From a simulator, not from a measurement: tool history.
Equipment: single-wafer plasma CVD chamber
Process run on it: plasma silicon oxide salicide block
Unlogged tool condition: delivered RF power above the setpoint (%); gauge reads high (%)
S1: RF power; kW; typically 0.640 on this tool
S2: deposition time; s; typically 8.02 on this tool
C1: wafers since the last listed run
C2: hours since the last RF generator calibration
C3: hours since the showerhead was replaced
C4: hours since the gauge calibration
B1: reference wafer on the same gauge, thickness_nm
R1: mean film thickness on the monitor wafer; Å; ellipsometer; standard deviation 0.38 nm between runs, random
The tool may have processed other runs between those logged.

run    hour     S1    S2     C1      C2      C3      C4      B1      R1
  1     0.0  0.545  8.02      0   294.1  4877.0  1061.1  70.162  776.72
  2    46.5  0.545  8.02   2050   340.6  4923.5  1107.6  70.069  770.73
  3   117.4  0.640  8.02   3126   411.5  4994.4  1178.5  70.212  809.08
  4   156.0  0.640  8.02   1702   450.1  5033.0  1217.1  70.285  818.36
  5   228.5  0.640  8.02   3197   522.6  5105.5  1289.6  70.138  814.40
  6   269.9  0.585  8.02   1825   564.0  5146.9  1331.0  70.165  790.54
  7   346.1  0.585  8.02   3360   640.2  5223.1  1407.2  70.281  786.13
  8   428.3  0.585  8.02   3625   722.4  5305.3  1489.4  70.268  789.34
  9   509.5  0.640  8.02   3581   803.6  5386.5  1570.6  70.218  808.97
 10   590.1  0.640  8.02   3554   884.2  5467.1  1651.2  70.228  814.59
 11   747.2  0.640  8.02   6928  1041.3  5624.2  1808.3  70.272  813.50
 12   783.6  0.640  6.93   1605  1077.7  5660.6  1844.7  70.169  694.74
 13   822.7  0.640  6.93   1724  1116.8  5699.7  1883.8  70.280  697.73
 14   917.5  0.640  8.02   4181  1211.6  5794.5  1978.6  70.202  796.58
 15  1010.9  0.640  8.02   4119  1305.0  5887.9  2072.0  70.148  799.14
 16  1066.1  0.550  8.02   2434  1360.2  5943.1  2127.2  70.282  759.27
 17  1144.8  0.550  8.02   3470  1438.9  6021.8  2205.9  70.241  755.25
 18  1238.8  0.640  8.02   4145  1532.9  6115.8  2299.9  70.264  799.49
     1290.0  -- RF generator calibrated
 19  1343.5  0.640  8.02   4264    53.5  6220.5  2404.6  70.344  824.30
 20  1399.8  0.570  6.84   2483   109.8  6276.8  2460.9  70.196  670.21
 21  1484.8  0.640  8.02   3748   194.8  6361.8  2545.9  70.105  816.87
 22  1588.5  0.605  7.53   4573   298.5  6465.5  2649.6  70.062  755.84
 23  1659.1  0.515  7.17   3113   369.1  6536.1  2720.2  70.277  682.54
     1963.6  -- gauge calibrated
 24  1978.9  0.720  7.32  14104   688.9  6855.9    15.3  70.189  764.91
 25  2075.6  0.750  8.69   4264   785.6  6952.6   112.0  70.157  925.13
 26  2162.6  0.640  8.02   3837   872.6  7039.6   199.0  70.146  813.04
     2181.0  -- showerhead replaced
 27  2259.4  0.640  8.02   3916   969.4    78.4   295.8  70.167  802.71
 28  2339.1  0.640  8.02   3515  1049.1   158.1   375.5  70.134  807.53
 29  2539.0  0.710  8.02   8816  1249.0   358.0   575.4  70.122  836.06
 30  2625.6  0.640  9.62   3819  1335.6   444.6   662.0  70.185  965.04
 31  2678.2  0.705  7.28   2319  1388.2   497.2   714.6  70.109  750.53
 32  2720.4  0.565  6.73   1861  1430.4   539.4   756.8  70.172  643.63
 33  2798.4  0.565  8.99   3440  1508.4   617.4   834.8  70.316  859.89
 34  2877.7  0.700  7.58   3497  1587.7   696.7   914.1  70.181  782.84
 35  2946.1  0.580  8.02   3016  1656.1   765.1   982.5  70.246  771.77

For each run, what was the tool's unlogged condition?
gauge reads high (%): 0 on each run
H1: delivered RF power above the setpoint (%)
run      H1
  1  -0.809
  2  -0.887
  3   -1.03
  4   -1.12
  5    -1.3
  6   -1.42
  7   -1.66
  8   -1.96
  9   -2.28
 10   -2.64
 11   -3.44
 12   -3.64
 13   -3.87
 14   -4.45
 15   -5.07
 16   -5.46
 17   -6.04
 18   -6.78
 19  -0.995
 20   -1.02
 21   -1.09
 22   -1.22
 23   -1.35
 24   -2.24
 25   -2.61
 26   -2.99
 27   -3.46
 28   -3.89
 29    -5.1
 30   -5.69
 31   -6.07
 32   -6.38
 33   -6.99
 34   -7.63
 35   -8.22

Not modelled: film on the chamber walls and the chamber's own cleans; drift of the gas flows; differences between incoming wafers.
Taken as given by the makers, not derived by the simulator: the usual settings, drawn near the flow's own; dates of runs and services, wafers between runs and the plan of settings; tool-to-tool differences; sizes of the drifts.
